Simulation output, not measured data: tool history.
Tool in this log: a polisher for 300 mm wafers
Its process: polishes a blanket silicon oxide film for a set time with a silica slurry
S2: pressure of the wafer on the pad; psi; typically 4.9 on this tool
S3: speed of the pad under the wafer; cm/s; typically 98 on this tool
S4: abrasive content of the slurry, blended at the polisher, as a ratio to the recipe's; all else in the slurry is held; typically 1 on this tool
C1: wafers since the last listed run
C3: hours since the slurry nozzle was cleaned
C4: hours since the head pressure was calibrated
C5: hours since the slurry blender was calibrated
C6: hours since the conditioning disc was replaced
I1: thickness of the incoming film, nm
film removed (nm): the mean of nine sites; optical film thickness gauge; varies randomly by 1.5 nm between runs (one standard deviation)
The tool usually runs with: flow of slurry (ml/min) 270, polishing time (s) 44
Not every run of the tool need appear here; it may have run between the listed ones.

run 1 hour=0 | flow_of_slurry_(ml/min)=270 S2=4.9 S3=110 S4=1 polishing_time_(s)=44 | C1=0 wafers_polished_on_this_pad=2357 C3=45.3 C4=862.8 C5=72.5 C6=183.8 | I1=1088.7 | film_removed_(nm)=166.3
run 2 hour=88.7 | flow_of_slurry_(ml/min)=270 S2=4.9 S3=110 S4=1 polishing_time_(s)=44 | C1=1015 wafers_polished_on_this_pad=3373 C3=134 C4=951.5 C5=161.2 C6=272.5 | I1=1090.4 | film_removed_(nm)=167.3
-- hour=165.8 worn pad replaced by a new one
run 3 hour=166.3 | flow_of_slurry_(ml/min)=270 S2=3.7 S3=98 S4=1 polishing_time_(s)=44 | C1=842 wafers_polished_on_this_pad=5 C3=211.6 C4=1029.1 C5=238.8 C6=350.1 | I1=1082.9 | film_removed_(nm)=113.5
-- hour=176 conditioning disc replaced and pad reconditioned
-- hour=235.2 head pressure recalibrated
run 4 hour=257.1 | flow_of_slurry_(ml/min)=270 S2=4.9 S3=98 S4=1 polishing_time_(s)=44 | C1=993 wafers_polished_on_this_pad=998 C3=302.4 C4=21.9 C5=329.6 C6=81.1 | I1=1065.2 | film_removed_(nm)=147.6
run 5 hour=355.7 | flow_of_slurry_(ml/min)=270 S2=4.9 S3=98 S4=1 polishing_time_(s)=44 | C1=1128 wafers_polished_on_this_pad=2127 C3=401 C4=120.5 C5=428.2 C6=179.7 | I1=1086.1 | film_removed_(nm)=148.7
-- hour=374.4 slurry blender recalibrated
run 6 hour=462.2 | flow_of_slurry_(ml/min)=270 S2=4.9 S3=98 S4=1 polishing_time_(s)=44 | C1=1196 wafers_polished_on_this_pad=3323 C3=507.5 C4=227 C5=87.8 C6=286.2 | I1=1093.9 | film_removed_(nm)=150.3
run 7 hour=523.2 | flow_of_slurry_(ml/min)=270 S2=4.9 S3=98 S4=1 polishing_time_(s)=44 | C1=698 wafers_polished_on_this_pad=4021 C3=568.5 C4=288 C5=148.8 C6=347.2 | I1=1080.3 | film_removed_(nm)=148.9
-- hour=530.3 worn pad replaced by a new one
run 8 hour=573.5 | flow_of_slurry_(ml/min)=270 S2=4.9 S3=98 S4=1 polishing_time_(s)=44 | C1=529 wafers_polished_on_this_pad=494 C3=618.8 C4=338.3 C5=199.1 C6=397.5 | I1=1105.1 | film_removed_(nm)=150.3
-- hour=578.6 conditioning disc replaced and pad reconditioned
run 9 hour=656.9 | flow_of_slurry_(ml/min)=270 S2=4.9 S3=98 S4=1 polishing_time_(s)=44 | C1=931 wafers_polished_on_this_pad=1426 C3=702.2 C4=421.7 C5=282.5 C6=78.3 | I1=1098.4 | film_removed_(nm)=149.8
-- hour=701.8 slurry nozzle cleaned
run 10 hour=725.8 | flow_of_slurry_(ml/min)=205 S2=4.9 S3=98 S4=1 polishing_time_(s)=44 | C1=777 wafers_polished_on_this_pad=2203 C3=24 C4=490.6 C5=351.4 C6=147.2 | I1=1078.2 | film_removed_(nm)=145.9
run 11 hour=767.3 | flow_of_slurry_(ml/min)=230 S2=4.9 S3=98 S4=1 polishing_time_(s)=44 | C1=475 wafers_polished_on_this_pad=2678 C3=65.5 C4=532.1 C5=392.9 C6=188.7 | I1=1094.7 | film_removed_(nm)=146
-- hour=786.1 slurry blender recalibrated
run 12 hour=871.8 | flow_of_slurry_(ml/min)=300 S2=6 S3=98 S4=0.8 polishing_time_(s)=58 | C1=1173 wafers_polished_on_this_pad=3851 C3=170 C4=636.6 C5=85.7 C6=293.2 | I1=1083.2 | film_removed_(nm)=213.8
-- hour=917.5 worn pad replaced by a new one
run 13 hour=932.7 | flow_of_slurry_(ml/min)=210 S2=3.2 S3=76 S4=1 polishing_time_(s)=44 | C1=651 wafers_polished_on_this_pad=173 C3=230.9 C4=697.5 C5=146.6 C6=354.1 | I1=1071.8 | film_removed_(nm)=76.2
-- hour=951.3 conditioning disc replaced and pad reconditioned
run 14 hour=976.2 | flow_of_slurry_(ml/min)=230 S2=4.9 S3=98 S4=1 polishing_time_(s)=44 | C1=475 wafers_polished_on_this_pad=648 C3=274.4 C4=741 C5=190.1 C6=24.9 | I1=1057.8 | film_removed_(nm)=149.3
run 15 hour=1040.8 | flow_of_slurry_(ml/min)=270 S2=4.9 S3=98 S4=0.75 polishing_time_(s)=44 | C1=739 wafers_polished_on_this_pad=1388 C3=339 C4=805.6 C5=254.7 C6=89.5 | I1=1065.9 | film_removed_(nm)=122.1
run 16 hour=1127.9 | flow_of_slurry_(ml/min)=185 S2=4.9 S3=98 S4=1 polishing_time_(s)=44 | C1=996 wafers_polished_on_this_pad=2385 C3=426.1 C4=892.7 C5=341.8 C6=176.6 | I1=1079.3 | film_removed_(nm)=143.7
run 17 hour=1215.1 | flow_of_slurry_(ml/min)=300 S2=5.8 S3=98 S4=1.3 polishing_time_(s)=44 | C1=998 wafers_polished_on_this_pad=3383 C3=513.3 C4=979.9 C5=429 C6=263.8 | I1=1086.4 | film_removed_(nm)=204.8
-- hour=1217.2 slurry blender recalibrated
-- hour=1259.8 head pressure recalibrated
run 18 hour=1264.9 | flow_of_slurry_(ml/min)=270 S2=4.9 S3=98 S4=0.9 polishing_time_(s)=34 | C1=524 wafers_polished_on_this_pad=3907 C3=563.1 C4=5.1 C5=47.7 C6=313.6 | I1=1077.6 | film_removed_(nm)=108
-- hour=1305.5 worn pad replaced by a new one
-- hour=1319.5 conditioning disc replaced and pad reconditioned
run 19 hour=1328.1 | flow_of_slurry_(ml/min)=270 S2=4.9 S3=98 S4=1 polishing_time_(s)=44 | C1=654 wafers_polished_on_this_pad=235 C3=626.3 C4=68.3 C5=110.9 C6=8.6 | I1=1073.7 | film_removed_(nm)=148.9
run 20 hour=1408.3 | flow_of_slurry_(ml/min)=270 S2=3.8 S3=98 S4=1 polishing_time_(s)=55 | C1=918 wafers_polished_on_this_pad=1153 C3=706.5 C4=148.5 C5=191.1 C6=88.8 | I1=1085.4 | film_removed_(nm)=144.7
run 21 hour=1473.9 | flow_of_slurry_(ml/min)=270 S2=4.9 S3=98 S4=1 polishing_time_(s)=50 | C1=750 wafers_polished_on_this_pad=1904 C3=772.1 C4=214.1 C5=256.7 C6=154.4 | I1=1068.1 | film_removed_(nm)=166.2
-- hour=1518 slurry nozzle cleaned
run 22 hour=1536.7 | flow_of_slurry_(ml/min)=270 S2=4.4 S3=76 S4=1 polishing_time_(s)=44 | C1=707 wafers_polished_on_this_pad=2612 C3=18.7 C4=276.9 C5=319.5 C6=217.2 | I1=1087.1 | film_removed_(nm)=110
run 23 hour=1602.4 | flow_of_slurry_(ml/min)=245 S2=6.4 S3=98 S4=0.75 polishing_time_(s)=52 | C1=752 wafers_polished_on_this_pad=3364 C3=84.4 C4=342.6 C5=385.2 C6=282.9 | I1=1078.2 | film_removed_(nm)=187.3
-- hour=1612.8 slurry blender recalibrated
run 24 hour=1650.9 | flow_of_slurry_(ml/min)=180 S2=5.8 S3=98 S4=1.2 polishing_time_(s)=54 | C1=532 wafers_polished_on_this_pad=3896 C3=132.9 C4=391.1 C5=38.1 C6=331.4 | I1=1089.5 | film_removed_(nm)=232.3
-- hour=1710 worn pad replaced by a new one
run 25 hour=1726.7 | flow_of_slurry_(ml/min)=270 S2=5.8 S3=98 S4=1 polishing_time_(s)=56 | C1=821 wafers_polished_on_this_pad=191 C3=208.7 C4=466.9 C5=113.9 C6=407.2 | I1=1100.5 | film_removed_(nm)=227.8

Take each entry between the runs: how does the hidden state at the last listed run before it differ from the hidden state at the first listed run after it?
From run 2 to run 3: worn pad replaced by a new one (hour 165.8)
  the hidden state is the same at both runs
From run 3 to run 4: conditioning disc replaced and pad reconditioned (hour 176); head pressure recalibrated (hour 235.2)
  the hidden state is the same at both runs
From run 5 to run 6: slurry blender recalibrated (hour 374.4)
  the hidden state is the same at both runs
From run 7 to run 8: worn pad replaced by a new one (hour 530.3)
  the hidden state is the same at both runs
From run 8 to run 9: conditioning disc replaced and pad reconditioned (hour 578.6)
  the hidden state is the same at both runs
From run 9 to run 10: slurry nozzle cleaned (hour 701.8)
  the hidden state is the same at both runs
From run 11 to run 12: slurry blender recalibrated (hour 786.1)
  the hidden state is the same at both runs
From run 12 to run 13: worn pad replaced by a new one (hour 917.5)
  the hidden state is the same at both runs
From run 13 to run 14: conditioning disc replaced and pad reconditioned (hour 951.3)
  the hidden state is the same at both runs
From run 17 to run 18: slurry blender recalibrated (hour 1217.2); head pressure recalibrated (hour 1259.8)
  the hidden state is the same at both runs
From run 18 to run 19: worn pad replaced by a new one (hour 1305.5); conditioning disc replaced and pad reconditioned (hour 1319.5)
  the hidden state is the same at both runs
From run 21 to run 22: slurry nozzle cleaned (hour 1518)
  the hidden state is the same at both runs
From run 23 to run 24: slurry blender recalibrated (hour 1612.8)
  the hidden state is the same at both runs
From run 24 to run 25: worn pad replaced by a new one (hour 1710)
  the hidden state is the same at both runs
